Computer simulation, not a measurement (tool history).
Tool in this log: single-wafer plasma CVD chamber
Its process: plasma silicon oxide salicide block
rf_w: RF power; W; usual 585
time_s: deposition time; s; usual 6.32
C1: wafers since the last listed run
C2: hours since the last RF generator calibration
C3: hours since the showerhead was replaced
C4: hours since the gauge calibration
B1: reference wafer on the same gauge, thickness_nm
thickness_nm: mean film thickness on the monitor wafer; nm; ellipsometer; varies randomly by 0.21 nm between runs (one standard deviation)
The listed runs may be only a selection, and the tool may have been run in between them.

{"run": 1, "day": 0.0, "rf_w": 585, "time_s": 6.32, "C1": 0, "C2": 464.1, "C3": 5514.8, "C4": 429.2, "B1": 66.335, "thickness_nm": 63.444}
{"run": 2, "day": 1.121, "rf_w": 585, "time_s": 6.32, "C1": 622, "C2": 491.0, "C3": 5541.7, "C4": 456.1, "B1": 66.315, "thickness_nm": 62.988}
{"run": 3, "day": 4.117, "rf_w": 635, "time_s": 6.32, "C1": 1664, "C2": 562.9, "C3": 5613.6, "C4": 528.0, "B1": 66.279, "thickness_nm": 64.655}
{"run": 4, "day": 4.7, "rf_w": 635, "time_s": 6.32, "C1": 324, "C2": 576.9, "C3": 5627.6, "C4": 542.0, "B1": 66.263, "thickness_nm": 64.172}
{"run": 5, "day": 5.708, "rf_w": 585, "time_s": 6.32, "C1": 560, "C2": 601.1, "C3": 5651.8, "C4": 566.2, "B1": 66.233, "thickness_nm": 63.127}
{"run": 6, "day": 8.821, "rf_w": 585, "time_s": 5.6, "C1": 1729, "C2": 675.8, "C3": 5726.5, "C4": 640.9, "B1": 66.304, "thickness_nm": 55.924}
{"run": 7, "day": 10.708, "rf_w": 585, "time_s": 6.32, "C1": 1048, "C2": 721.1, "C3": 5771.8, "C4": 686.2, "B1": 66.317, "thickness_nm": 62.713}
{"run": 8, "day": 11.754, "rf_w": 585, "time_s": 6.32, "C1": 581, "C2": 746.2, "C3": 5796.9, "C4": 711.3, "B1": 66.338, "thickness_nm": 62.764}
{"run": 9, "day": 12.321, "rf_w": 585, "time_s": 6.32, "C1": 314, "C2": 759.8, "C3": 5810.5, "C4": 724.9, "B1": 66.282, "thickness_nm": 63.341}
{"run": 10, "day": 13.142, "rf_w": 585, "time_s": 6.32, "C1": 456, "C2": 779.5, "C3": 5830.2, "C4": 744.6, "B1": 66.326, "thickness_nm": 62.93}
{"run": 11, "day": 14.617, "rf_w": 585, "time_s": 6.32, "C1": 819, "C2": 814.9, "C3": 5865.6, "C4": 780.0, "B1": 66.312, "thickness_nm": 62.521}
{"run": 12, "day": 15.646, "rf_w": 585, "time_s": 6.32, "C1": 571, "C2": 839.6, "C3": 5890.3, "C4": 804.7, "B1": 66.337, "thickness_nm": 62.924}
{"run": 13, "day": 17.133, "rf_w": 585, "time_s": 6.32, "C1": 826, "C2": 875.3, "C3": 5926.0, "C4": 840.4, "B1": 66.328, "thickness_nm": 62.9}
{"run": 14, "day": 18.429, "rf_w": 585, "time_s": 6.32, "C1": 720, "C2": 906.4, "C3": 5957.1, "C4": 871.5, "B1": 66.277, "thickness_nm": 63.047}
{"run": 15, "day": 19.688, "rf_w": 585, "time_s": 6.32, "C1": 699, "C2": 936.6, "C3": 5987.3, "C4": 901.7, "B1": 66.368, "thickness_nm": 63.045}
{"run": 16, "day": 23.733, "rf_w": 585, "time_s": 6.32, "C1": 2248, "C2": 1033.7, "C3": 6084.4, "C4": 998.8, "B1": 66.338, "thickness_nm": 63.066}
{"run": 17, "day": 24.333, "rf_w": 490, "time_s": 6.32, "C1": 333, "C2": 1048.1, "C3": 6098.8, "C4": 1013.2, "B1": 66.298, "thickness_nm": 61.005}
{"run": 18, "day": 25.612, "rf_w": 490, "time_s": 6.32, "C1": 710, "C2": 1078.8, "C3": 6129.5, "C4": 1043.9, "B1": 66.258, "thickness_nm": 60.352}
{"run": 19, "day": 26.179, "rf_w": 490, "time_s": 6.32, "C1": 314, "C2": 1092.4, "C3": 6143.1, "C4": 1057.5, "B1": 66.293, "thickness_nm": 60.234}
{"run": 20, "day": 27.338, "rf_w": 585, "time_s": 6.91, "C1": 643, "C2": 1120.2, "C3": 6170.9, "C4": 1085.3, "B1": 66.38, "thickness_nm": 68.766}
{"run": 21, "day": 28.129, "rf_w": 630, "time_s": 6.32, "C1": 439, "C2": 1139.2, "C3": 6189.9, "C4": 1104.3, "B1": 66.336, "thickness_nm": 64.078}
{"run": 22, "day": 28.975, "rf_w": 585, "time_s": 6.32, "C1": 470, "C2": 1159.5, "C3": 6210.2, "C4": 1124.6, "B1": 66.301, "thickness_nm": 62.979}
{"run": 23, "day": 29.954, "rf_w": 540, "time_s": 6.82, "C1": 544, "C2": 1183.0, "C3": 6233.7, "C4": 1148.1, "B1": 66.279, "thickness_nm": 66.771}
{"run": 24, "day": 34.208, "rf_w": 585, "time_s": 6.32, "C1": 2364, "C2": 1285.1, "C3": 6335.8, "C4": 1250.2, "B1": 66.234, "thickness_nm": 63.269}
{"day": 35.104, "done": "showerhead replaced"}
{"run": 25, "day": 35.125, "rf_w": 670, "time_s": 5.17, "C1": 324, "C2": 1307.1, "C3": 0.5, "C4": 1272.2, "B1": 66.277, "thickness_nm": 53.321}
{"run": 26, "day": 36.021, "rf_w": 670, "time_s": 7.06, "C1": 497, "C2": 1328.6, "C3": 22.0, "C4": 1293.7, "B1": 66.271, "thickness_nm": 72.125}
{"run": 27, "day": 36.696, "rf_w": 495, "time_s": 7.39, "C1": 375, "C2": 1344.8, "C3": 38.2, "C4": 1309.9, "B1": 66.312, "thickness_nm": 70.926}
{"day": 38.142, "done": "RF generator calibrated"}
{"run": 28, "day": 38.162, "rf_w": 635, "time_s": 6.32, "C1": 629, "C2": 0.5, "C3": 73.4, "C4": 1345.1, "B1": 66.371, "thickness_nm": 63.258}
{"run": 29, "day": 38.412, "rf_w": 500, "time_s": 5.51, "C1": 138, "C2": 6.5, "C3": 79.4, "C4": 1351.1, "B1": 66.291, "thickness_nm": 52.369}
{"run": 30, "day": 39.438, "rf_w": 585, "time_s": 5.94, "C1": 569, "C2": 31.1, "C3": 104.0, "C4": 1375.7, "B1": 66.352, "thickness_nm": 58.449}
{"run": 31, "day": 40.154, "rf_w": 585, "time_s": 6.32, "C1": 398, "C2": 48.3, "C3": 121.2, "C4": 1392.9, "B1": 66.237, "thickness_nm": 62.434}
{"run": 32, "day": 41.292, "rf_w": 585, "time_s": 6.32, "C1": 632, "C2": 75.6, "C3": 148.5, "C4": 1420.2, "B1": 66.251, "thickness_nm": 62.271}
{"day": 41.429, "done": "gauge calibrated"}
{"run": 33, "day": 42.417, "rf_w": 585, "time_s": 7.08, "C1": 625, "C2": 102.6, "C3": 175.5, "C4": 23.7, "B1": 66.288, "thickness_nm": 69.76}
{"run": 34, "day": 43.429, "rf_w": 585, "time_s": 5.6, "C1": 562, "C2": 126.9, "C3": 199.8, "C4": 48.0, "B1": 66.373, "thickness_nm": 54.833}
{"run": 35, "day": 44.004, "rf_w": 635, "time_s": 5.7, "C1": 319, "C2": 140.7, "C3": 213.6, "C4": 61.8, "B1": 66.257, "thickness_nm": 56.983}
{"run": 36, "day": 45.254, "rf_w": 585, "time_s": 6.32, "C1": 694, "C2": 170.7, "C3": 243.6, "C4": 91.8, "B1": 66.31, "thickness_nm": 62.437}
{"run": 37, "day": 46.712, "rf_w": 695, "time_s": 7.34, "C1": 810, "C2": 205.7, "C3": 278.6, "C4": 126.8, "B1": 66.233, "thickness_nm": 75.026}
{"run": 38, "day": 47.954, "rf_w": 665, "time_s": 5.4, "C1": 690, "C2": 235.5, "C3": 308.4, "C4": 156.6, "B1": 66.306, "thickness_nm": 54.55}
{"run": 39, "day": 48.588, "rf_w": 585, "time_s": 6.32, "C1": 351, "C2": 250.7, "C3": 323.6, "C4": 171.8, "B1": 66.271, "thickness_nm": 62.135}
{"day": 49.092, "done": "RF generator calibrated, repeated, since the last time left the tool worse"}
{"run": 40, "day": 49.15, "rf_w": 675, "time_s": 7.45, "C1": 127, "C2": 1.4, "C3": 337.1, "C4": 185.3, "B1": 66.239, "thickness_nm": 77.423}
{"run": 41, "day": 50.596, "rf_w": 685, "time_s": 5.68, "C1": 803, "C2": 36.1, "C3": 371.8, "C4": 220.0, "B1": 66.32, "thickness_nm": 59.173}
{"run": 42, "day": 51.612, "rf_w": 500, "time_s": 5.07, "C1": 564, "C2": 60.5, "C3": 396.2, "C4": 244.4, "B1": 66.283, "thickness_nm": 49.404}
{"run": 43, "day": 55.779, "rf_w": 670, "time_s": 5.87, "C1": 2315, "C2": 160.5, "C3": 496.2, "C4": 344.4, "B1": 66.307, "thickness_nm": 60.716}

Predict each of these 4 candidate next runs independently; none follows another, all start after run 43:
{"run": "A", "day": 55.796, "rf_w": 585, "time_s": 6.32, "C1": 9, "C2": 160.9, "C3": 496.6, "C4": 344.8, "B1": "?", "thickness_nm": "?"}
{"run": "B", "day": 55.796, "rf_w": 480, "time_s": 5.9, "C1": 9, "C2": 160.9, "C3": 496.6, "C4": 344.8, "B1": "?", "thickness_nm": "?"}
{"run": "C", "day": 55.796, "rf_w": 680, "time_s": 5.58, "C1": 9, "C2": 160.9, "C3": 496.6, "C4": 344.8, "B1": "?", "thickness_nm": "?"}
{"run": "D", "day": 55.796, "rf_w": 690, "time_s": 5.44, "C1": 9, "C2": 160.9, "C3": 496.6, "C4": 344.8, "B1": "?", "thickness_nm": "?"}

run=A B1=66.313 thickness_nm=63.548
run=B B1=66.313 thickness_nm=56.767
run=C B1=66.313 thickness_nm=58.103
run=D B1=66.313 thickness_nm=56.842
Take away the tool's hidden state, keep each run's random variation, and the runs would have read:
run=A thickness_nm=63.867
run=B thickness_nm=57.053
run=C thickness_nm=58.395
run=D thickness_nm=57.127
